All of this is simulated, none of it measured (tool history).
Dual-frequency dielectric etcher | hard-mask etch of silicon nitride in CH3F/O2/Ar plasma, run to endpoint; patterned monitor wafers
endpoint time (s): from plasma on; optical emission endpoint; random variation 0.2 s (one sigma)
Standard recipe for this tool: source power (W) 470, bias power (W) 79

run,hour,source power (W),bias power (W),wafers since the last listed run,hours since the last wet clean,hours since the last source power generator calibration,hours since the last bias power generator calibration,hours since the last upper electrode change,"incoming incoming film thickness, nm",endpoint time (s)
1,0.0,470,79,0,354.1,3461.7,2672.8,3754.6,26.97,33.3
2,13.2,470,79,181,367.3,3474.9,2686.0,3767.8,26.75,33.1
3,22.3,470,79,125,376.4,3484.0,2695.1,3776.9,26.58,33.1
4,29.1,470,79,93,383.2,3490.8,2701.9,3783.7,27.19,33.7
5,35.2,470,79,83,389.3,3496.9,2708.0,3789.8,26.48,32.8
6,50.2,380,85,206,404.3,3511.9,2723.0,3804.8,26.76,34.8
7,56.7,380,85,89,410.8,3518.4,2729.5,3811.3,27.16,35.7
8,68.2,380,85,158,422.3,3529.9,2741.0,3822.8,26.71,35.0
9,79.4,550,75,154,433.5,3541.1,2752.2,3834.0,27.13,31.8
# hour 115.4: wet clean of the chamber
10,115.9,550,75,172,0.5,3577.6,2788.7,3870.5,26.69,33.4
11,116.2,470,89,4,0.8,3577.9,2789.0,3870.8,26.75,33.5
12,116.5,510,62,4,1.1,3578.2,2789.3,3871.1,26.88,35.8
13,127.2,500,96,147,11.8,3588.9,2800.0,3881.8,26.64,32.1
# hour 133.2: bias power generator calibrated
# hour 151.8: upper electrode replaced
# hour 156.0: source power generator calibrated
14,156.5,540,70,37,41.1,0.5,23.3,4.7,26.92,34.3
15,156.9,440,69,5,41.5,0.9,23.7,5.1,26.86,36.7

Expected results for the next run?
16,167.5,470,79,145,52.1,11.5,34.3,15.7,26.59,?

endpoint time (s): 34.0
Had the tool carried no hidden state, the very same run would have given endpoint time (s) 34.3.
